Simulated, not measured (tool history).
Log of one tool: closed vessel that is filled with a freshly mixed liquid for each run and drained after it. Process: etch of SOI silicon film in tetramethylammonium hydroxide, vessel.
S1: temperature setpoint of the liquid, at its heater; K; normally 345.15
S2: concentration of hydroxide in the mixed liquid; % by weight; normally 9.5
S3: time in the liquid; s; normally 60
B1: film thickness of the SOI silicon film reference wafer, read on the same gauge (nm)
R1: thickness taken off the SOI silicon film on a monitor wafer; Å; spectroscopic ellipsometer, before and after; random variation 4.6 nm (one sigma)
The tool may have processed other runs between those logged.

Run 1, hour 0.0: usual settings but S3 50 s; B1 50.00. Result: R1 4492.4 Å.
Run 2, hour 50.2: usual settings but S3 50 s; B1 49.98. Result: R1 4393.3 Å.
Run 3, hour 76.9: usual settings; B1 49.97. Result: R1 5437.4 Å.
Run 4, hour 139.0: usual settings; B1 49.99. Result: R1 5443.1 Å.
Run 5, hour 167.5: usual settings; B1 50.01. Result: R1 5470.8 Å.
Run 6, hour 214.7: usual settings; B1 50.01. Result: R1 5376.9 Å.
At hour 286.8: gauge calibrated.
Run 7, hour 291.3: usual settings; B1 50.01. Result: R1 5589.0 Å.
Run 8, hour 341.8: usual settings; B1 49.99. Result: R1 5466.4 Å.
Run 9, hour 434.4: usual settings but S1 350.65 K, S3 30 s; B1 49.95. Result: R1 3738.4 Å.
At hour 459.8: hydroxide flow meter replaced.
Run 10, hour 476.2: usual settings; B1 50.01. Result: R1 5501.9 Å.
At hour 518.1: thermometer replaced.
Run 11, hour 530.3: usual settings; B1 50.00. Result: R1 4817.0 Å.
Run 12, hour 584.1: usual settings but S2 8.5 % by weight, S3 35 s; B1 49.97. Result: R1 2942.2 Å.
Run 13, hour 627.2: usual settings but S1 342.65 K, S2 12.5 % by weight, S3 45 s; B1 50.00. Result: R1 2847.7 Å.
Run 14, hour 691.9: usual settings but S1 342.65 K, S2 12.5 % by weight, S3 45 s; B1 49.97. Result: R1 2873.5 Å.
Run 15, hour 719.1: usual settings but S2 6.5 % by weight; B1 49.98. Result: R1 5460.4 Å.
Run 16, hour 770.4: usual settings but S1 348.15 K, S2 11.5 % by weight, S3 85 s; B1 50.03. Result: R1 7796.3 Å.
Run 17, hour 808.3: usual settings but S1 341.15 K, S2 7.0 % by weight, S3 70 s; B1 50.01. Result: R1 5030.2 Å.

Each row is a separate what-if for the run after 17, all from the same tool condition, not one after another. Results?
Run A, hour 809.0: usual settings; B1 ?. Result: R1 ?.
Run B, hour 809.0: usual settings but S1 353.15 K, S2 8.5 % by weight, S3 35 s; B1 ?. Result: R1 ?.
Run C, hour 809.0: usual settings but S1 342.65 K, S2 7.5 % by weight, S3 30 s; B1 ?. Result: R1 ?.

run     B1      R1
  A  50.00  4969.6
  B  50.00  4741.8
  C  50.00  2325.8
With the hidden condition removed and each run's random variation left untouched, the same runs would have given:
run      R1
  A  4744.7
  B  4536.6
  C  2219.0
